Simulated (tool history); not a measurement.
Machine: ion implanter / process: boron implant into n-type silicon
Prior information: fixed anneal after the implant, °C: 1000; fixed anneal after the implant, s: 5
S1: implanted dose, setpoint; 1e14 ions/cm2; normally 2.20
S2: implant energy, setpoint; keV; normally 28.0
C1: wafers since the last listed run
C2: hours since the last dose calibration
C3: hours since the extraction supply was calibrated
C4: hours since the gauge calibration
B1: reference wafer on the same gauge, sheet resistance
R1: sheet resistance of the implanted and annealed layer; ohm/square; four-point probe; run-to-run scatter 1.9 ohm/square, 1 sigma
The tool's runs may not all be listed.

run	hour	S1	S2	C1	C2	C3	C4	B1	R1
1	0.0	2.20	28.0	0	952.9	3744.8	1841.7	362.13	418.34
2	46.2	2.20	33.5	788	999.1	3791.0	1887.9	362.52	408.25
3	102.4	2.20	28.0	959	1055.3	3847.2	1944.1	362.65	417.94
4	141.5	2.20	28.0	667	1094.4	3886.3	1983.2	361.60	416.70
5	219.2	1.72	28.0	1326	1172.1	3964.0	2060.9	361.97	498.10
6	319.4	1.72	28.0	1710	1272.3	4064.2	2161.1	361.16	500.30
7	416.9	1.72	28.0	1664	1369.8	4161.7	2258.6	361.75	502.69
# hour 543.5: Faraday cup replaced and dose calibrated
8	577.1	2.20	28.0	2598	33.6	4321.9	2418.8	360.51	415.24
9	659.9	2.20	28.0	1413	116.4	4404.7	2501.6	361.04	414.36
10	705.2	2.20	28.0	773	161.7	4450.0	2546.9	360.35	417.43
11	804.5	2.20	28.0	1695	261.0	4549.3	2646.2	360.10	415.93
12	856.9	2.20	28.0	894	313.4	4601.7	2698.6	360.43	413.75
13	931.5	2.20	25.0	1273	388.0	4676.3	2773.2	359.93	422.18
14	993.2	1.67	37.0	1053	449.7	4738.0	2834.9	359.69	489.75
15	1037.0	2.20	37.5	747	493.5	4781.8	2878.7	359.92	400.68
16	1111.1	2.20	28.0	1265	567.6	4855.9	2952.8	358.57	416.16
17	1168.2	2.20	28.0	974	624.7	4913.0	3009.9	358.95	414.24
18	1241.7	2.20	28.0	1254	698.2	4986.5	3083.4	358.97	415.23
# hour 1434.2: extraction supply calibrated
19	1472.2	2.20	28.0	3798	928.7	38.0	3313.9	358.10	414.62
20	1556.4	2.03	30.5	1437	1012.9	122.2	3398.1	359.03	434.74
21	1624.3	2.20	18.5	1159	1080.8	190.1	3466.0	358.10	436.64
22	1675.7	1.66	19.5	877	1132.2	241.5	3517.4	358.08	537.49
23	1747.3	1.76	22.0	1222	1203.8	313.1	3589.0	357.69	502.07
# hour 1763.2: gauge calibrated
24	1837.1	2.20	28.0	1533	1293.6	402.9	73.9	366.53	419.16
25	1891.4	1.66	28.0	927	1347.9	457.2	128.2	365.31	522.04
26	1947.7	1.62	21.5	961	1404.2	513.5	184.5	365.50	555.37
27	2005.1	2.20	36.0	979	1461.6	570.9	241.9	366.26	408.97
28	2041.2	1.63	28.0	616	1497.7	607.0	278.0	365.82	525.03
# hour 2085.2: Faraday cup replaced and dose calibrated
29	2273.5	2.41	24.0	3829	188.3	839.3	510.3	364.49	399.82
30	2378.7	2.20	31.0	1795	293.5	944.5	615.5	365.11	415.42
31	2518.0	2.20	28.0	2378	432.8	1083.8	754.8	364.17	420.69
32	2671.7	2.46	31.0	2623	586.5	1237.5	908.5	364.00	383.40
33	2715.1	1.98	23.5	740	629.9	1280.9	951.9	364.29	463.34
34	2843.9	1.66	22.5	2198	758.7	1409.7	1080.7	363.62	535.46
35	2927.0	2.64	28.0	1418	841.8	1492.8	1163.8	363.59	364.10
36	3029.2	2.20	28.0	1744	944.0	1595.0	1266.0	362.54	419.95
37	3095.2	2.61	31.0	1126	1010.0	1661.0	1332.0	362.68	365.57

Selected run-to-run steps in R1, each split into two signed amounts: the part the tool would show with no hidden state at all (from settings, incoming material and random variation), and the remainder, which goes to the hidden state together with any gauge scatter not common to the measured and the hidden-state-free results:
Hidden state present: deviation of the true dose from the Faraday cup's reading, %; deviation of the true energy from its setpoint, %; gauge reads high (%).
Run 14 -> 15: S1 1.67 -> 2.20, S2 37.0 -> 37.5. R1 -89.07 ohm/square: hidden state +1.69, all else -90.76.
Run 21 -> 22: S1 2.20 -> 1.66, S2 18.5 -> 19.5. R1 +100.85 ohm/square: hidden state -2.71, all else +103.56.
Run 23 -> 24: S1 1.76 -> 2.20, S2 22.0 -> 28.0, gauge calibrated. R1 -82.91 ohm/square: hidden state +11.79, all else -94.70.
Run 26 -> 27: S1 1.62 -> 2.20, S2 21.5 -> 36.0. R1 -146.40 ohm/square: hidden state +0.37, all else -146.77.
Run 28 -> 29: S1 1.63 -> 2.41, S2 28.0 -> 24.0, Faraday cup replaced and dose calibrated. R1 -125.21 ohm/square: hidden state -0.13, all else -125.08.
Run 34 -> 35: S1 1.66 -> 2.64, S2 22.5 -> 28.0. R1 -171.36 ohm/square: hidden state +1.47, all else -172.83.
